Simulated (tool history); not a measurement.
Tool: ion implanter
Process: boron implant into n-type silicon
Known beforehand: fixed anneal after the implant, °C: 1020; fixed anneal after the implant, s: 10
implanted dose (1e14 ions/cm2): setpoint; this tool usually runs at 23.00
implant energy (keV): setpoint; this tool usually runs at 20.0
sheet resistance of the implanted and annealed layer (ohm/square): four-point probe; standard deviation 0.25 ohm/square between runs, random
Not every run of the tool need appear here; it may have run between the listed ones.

run	hour	implanted dose (1e14 ions/cm2)	implant energy (keV)	read-back reference wafer on the same gauge, sheet resistance	sheet resistance of the implanted and annealed layer (ohm/square)
1	0.0	23.00	20.0	76.70	67.65
2	20.2	23.00	20.0	76.74	67.37
3	47.4	23.00	20.0	76.72	67.97
4	71.5	23.00	18.5	76.54	69.79
5	96.8	23.00	18.5	76.57	69.84
6	110.8	23.00	22.5	76.61	65.45
7	124.6	23.00	22.5	76.54	65.80
# hour 157.6: extraction supply calibrated
8	158.1	23.00	20.0	76.68	67.97
9	175.9	23.00	20.0	76.62	68.02
10	199.7	20.58	20.0	76.50	72.10
11	213.9	20.58	20.0	76.54	72.35
12	238.8	27.60	20.0	76.64	63.48
13	264.7	20.58	20.0	76.65	73.03
14	279.2	23.00	22.0	76.68	66.90
15	291.3	19.54	25.0	76.65	71.61
16	308.4	16.62	22.0	76.68	80.16
# hour 316.8: Faraday cup replaced and dose calibrated
# hour 320.7: gauge calibrated
17	324.4	20.46	23.0	76.60	68.12
18	352.1	23.00	23.5	76.66	63.98
19	376.9	28.06	13.0	76.63	77.93
20	420.4	27.47	20.0	76.57	62.66
21	433.4	20.31	20.0	76.53	71.69
22	460.6	27.61	20.0	76.58	62.83
23	491.1	23.00	14.0	76.52	78.47
24	507.1	23.00	20.0	76.68	67.52

Alternative continuations, all from the tool just after run 24; predict every row:
A	507.5	23.00	17.5	?	?
B	507.5	29.43	18.0	?	?
C	507.5	17.36	17.5	?	?

run	read-back reference wafer on the same gauge, sheet resistance	sheet resistance of the implanted and annealed layer (ohm/square)
A	76.62	71.37
B	76.62	64.97
C	76.62	81.38
With the hidden condition removed and each run's random variation left untouched, the same runs would have given:
run	sheet resistance of the implanted and annealed layer (ohm/square)
A	71.23
B	64.88
C	81.16
